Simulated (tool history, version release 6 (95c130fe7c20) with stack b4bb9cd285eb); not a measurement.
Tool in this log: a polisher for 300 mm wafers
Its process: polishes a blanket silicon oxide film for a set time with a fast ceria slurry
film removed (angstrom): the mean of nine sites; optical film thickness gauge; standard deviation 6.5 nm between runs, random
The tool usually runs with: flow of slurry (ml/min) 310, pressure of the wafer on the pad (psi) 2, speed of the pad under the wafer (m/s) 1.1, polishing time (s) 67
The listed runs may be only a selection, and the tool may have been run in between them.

run	hour	flow of slurry (ml/min)	pressure of the wafer on the pad (psi)	speed of the pad under the wafer (m/s)	polishing time (s)	incoming thickness of the incoming film, nm	film removed (angstrom)
1	0	230	2	1.1	67	3694.6	9494
# hour 69.4: head pressure recalibrated
2	126.6	310	2	1.1	67	3686.4	9616
3	156.7	310	2	1.1	67	3645.7	9603
4	210.3	310	2	1.1	62	3680.6	8794
5	262.3	310	2	1.1	67	3629.4	9526
# hour 319.3: worn pad replaced by a new one
6	319.8	310	2	1.1	67	3698.6	9563
7	364.5	310	2	1.1	67	3672.4	9464
8	413.4	310	2	1.1	67	3652.3	9591
9	462.5	310	2	1.1	67	3660.6	9444
10	486.9	310	2	1.1	67	3636.4	9474
11	515.5	310	2	1.1	67	3667.6	9549
12	543.1	310	2	1.1	67	3665.3	9574
13	599.7	310	2	1.1	67	3675.5	9523
# hour 637.7: slurry nozzle cleaned
# hour 680.1: head pressure recalibrated
14	706.1	310	2	1.1	67	3658.4	9773
15	777.3	310	2	1.1	67	3656.9	9724
16	835.1	415	2.2	1.46	44	3696.3	9416
17	866.7	310	2	1.1	67	3654.8	9716
# hour 903.3: worn pad replaced by a new one
18	906	310	2	1.1	67	3612.6	9663
19	963	310	2	1.1	67	3673	9534
20	1032.3	310	2	0.88	82	3720	9329
21	1062.2	310	2	1.1	67	3705.6	9531
22	1094	205	2	1.1	49	3674.8	6760
23	1141.9	310	2	1.1	67	3634.6	9459
# hour 1205.9: head pressure recalibrated
24	1296	250	2	0.98	81	3593.8	10042
25	1335.3	250	1.5	1.46	57	3652.7	7857
26	1368.5	310	1.3	0.82	67	3723.2	4514
27	1401.9	310	2	1.42	53	3660.7	9556
# hour 1458.6: worn pad replaced by a new one
28	1466.7	420	2.4	1.3	78	3677.1	15904
29	1502.6	380	2	1.1	59	3624.5	8473
30	1546.6	400	1.5	1.1	67	3691.3	7220
# hour 1554.1: slurry nozzle cleaned
31	1586.2	385	2	1.2	80	3676.9	12893
32	1656.7	310	1.4	1.1	55	3647.8	5559
33	1709.8	310	2	0.94	67	3652.3	8206
# hour 1756.6: head pressure recalibrated
34	1818.1	350	2	0.72	67	3698.2	6335
# hour 2002.1: worn pad replaced by a new one
35	2008	265	2	1.44	67	3645	12343
36	2066.8	210	1.3	1.22	59	3686.7	5836
37	2126.2	310	2	1.1	67	3731.1	9541
38	2188.7	310	2	1.1	67	3669.1	9571

Some steps in film removed (angstrom), run to run, broken into two amounts with sign: the step expected even without the hidden condition (settings, incoming material, random variation), and the rest, left for the hidden condition together with whatever gauge scatter is not in both the measured and the hidden-condition-free result:
What the log doesn't record here: removal rate lost through wear of the pad, %; slurry flow missing at the pad, %; deviation of the head's pressure from its setpoint, %.
Run 13 -> 14: slurry nozzle cleaned, head pressure recalibrated. film removed (angstrom) +250: hidden state +213, all else +37.
Run 28 -> 29: flow of slurry (ml/min) 420 -> 380, pressure of the wafer on the pad (psi) 2.4 -> 2, speed of the pad under the wafer (m/s) 1.3 -> 1.1, polishing time (s) 78 -> 59. film removed (angstrom) -7431: hidden state +199, all else -7630.
Run 31 -> 32: flow of slurry (ml/min) 385 -> 310, pressure of the wafer on the pad (psi) 2 -> 1.4, speed of the pad under the wafer (m/s) 1.2 -> 1.1, polishing time (s) 80 -> 55. film removed (angstrom) -7334: hidden state -13, all else -7321.
Run 34 -> 35: flow of slurry (ml/min) 350 -> 265, speed of the pad under the wafer (m/s) 0.72 -> 1.44, worn pad replaced by a new one. film removed (angstrom) +6008: hidden state -237, all else +6245.
Run 35 -> 36: flow of slurry (ml/min) 265 -> 210, pressure of the wafer on the pad (psi) 2 -> 1.3, speed of the pad under the wafer (m/s) 1.44 -> 1.22, polishing time (s) 67 -> 59. film removed (angstrom) -6507: hidden state +147, all else -6654.

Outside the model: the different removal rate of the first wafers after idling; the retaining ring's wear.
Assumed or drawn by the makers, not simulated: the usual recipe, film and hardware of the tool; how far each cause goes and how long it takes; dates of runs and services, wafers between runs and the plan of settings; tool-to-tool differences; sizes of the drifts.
